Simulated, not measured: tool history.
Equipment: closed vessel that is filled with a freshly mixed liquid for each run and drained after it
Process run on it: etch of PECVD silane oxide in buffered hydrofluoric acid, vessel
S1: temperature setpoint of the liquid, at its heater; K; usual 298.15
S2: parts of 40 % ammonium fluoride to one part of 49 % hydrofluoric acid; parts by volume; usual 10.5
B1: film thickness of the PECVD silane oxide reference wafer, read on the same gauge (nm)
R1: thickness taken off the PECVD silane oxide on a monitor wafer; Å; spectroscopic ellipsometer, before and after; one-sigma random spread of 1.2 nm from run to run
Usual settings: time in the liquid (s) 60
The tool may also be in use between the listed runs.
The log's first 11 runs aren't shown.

{"run": 12, "hour": 1071.2, "S1": 298.15, "S2": 10.5, "time in the liquid (s)": 60, "B1": 30.02, "R1": 1998.2}
{"run": 13, "hour": 1175.4, "S1": 301.65, "S2": 13.5, "time in the liquid (s)": 45, "B1": 29.99, "R1": 1407.0}
{"hour": 1201.2, "done": "thermometer replaced"}
{"run": 14, "hour": 1235.3, "S1": 295.65, "S2": 7.0, "time in the liquid (s)": 70, "B1": 30.0, "R1": 2950.7}
{"run": 15, "hour": 1282.5, "S1": 298.15, "S2": 10.5, "time in the liquid (s)": 60, "B1": 30.02, "R1": 1946.6}
{"run": 16, "hour": 1379.7, "S1": 298.15, "S2": 10.5, "time in the liquid (s)": 60, "B1": 30.01, "R1": 1956.8}
{"hour": 1449.8, "done": "hydrofluoric acid flow meter replaced"}
{"run": 17, "hour": 1469.0, "S1": 302.15, "S2": 7.5, "time in the liquid (s)": 45, "B1": 29.98, "R1": 2596.1}
{"run": 18, "hour": 1521.6, "S1": 298.15, "S2": 9.0, "time in the liquid (s)": 60, "B1": 29.99, "R1": 2276.7}
{"run": 19, "hour": 1619.7, "S1": 300.15, "S2": 10.5, "time in the liquid (s)": 60, "B1": 30.0, "R1": 2254.0}
{"run": 20, "hour": 1702.7, "S1": 298.15, "S2": 10.5, "time in the liquid (s)": 30, "B1": 30.01, "R1": 1008.1}
{"run": 21, "hour": 1750.4, "S1": 298.15, "S2": 7.5, "time in the liquid (s)": 90, "B1": 29.98, "R1": 4147.0}
{"run": 22, "hour": 1843.8, "S1": 293.65, "S2": 10.5, "time in the liquid (s)": 50, "B1": 30.0, "R1": 1308.8}
{"run": 23, "hour": 1926.9, "S1": 298.15, "S2": 10.5, "time in the liquid (s)": 60, "B1": 29.99, "R1": 1993.6}
{"run": 24, "hour": 2010.1, "S1": 298.15, "S2": 10.5, "time in the liquid (s)": 60, "B1": 29.97, "R1": 1989.6}
{"run": 25, "hour": 2097.6, "S1": 295.15, "S2": 7.5, "time in the liquid (s)": 45, "B1": 30.01, "R1": 1699.1}
{"run": 26, "hour": 2135.1, "S1": 298.15, "S2": 11.5, "time in the liquid (s)": 75, "B1": 29.99, "R1": 2223.2}
{"run": 27, "hour": 2183.2, "S1": 298.15, "S2": 10.5, "time in the liquid (s)": 85, "B1": 30.01, "R1": 2746.6}
{"hour": 2239.1, "done": "hydrofluoric acid flow meter replaced"}
{"run": 28, "hour": 2416.2, "S1": 299.65, "S2": 10.5, "time in the liquid (s)": 50, "B1": 29.98, "R1": 1832.8}
{"run": 29, "hour": 2460.7, "S1": 298.15, "S2": 10.5, "time in the liquid (s)": 60, "B1": 30.03, "R1": 2028.6}
{"run": 30, "hour": 2564.1, "S1": 295.15, "S2": 12.5, "time in the liquid (s)": 95, "B1": 30.01, "R1": 2279.6}
{"run": 31, "hour": 2649.4, "S1": 299.65, "S2": 12.5, "time in the liquid (s)": 75, "B1": 30.0, "R1": 2317.2}

For run 32, what comes out?
{"run": 32, "hour": 2756.7, "S1": 298.15, "S2": 14.0, "time in the liquid (s)": 75, "B1": "?", "R1": "?"}

For run 32 the tool returned B1 29.99, R1 1880.0 Å.
The same run, on a tool lacking any hidden state, would have yielded R1 1941.3 Å.
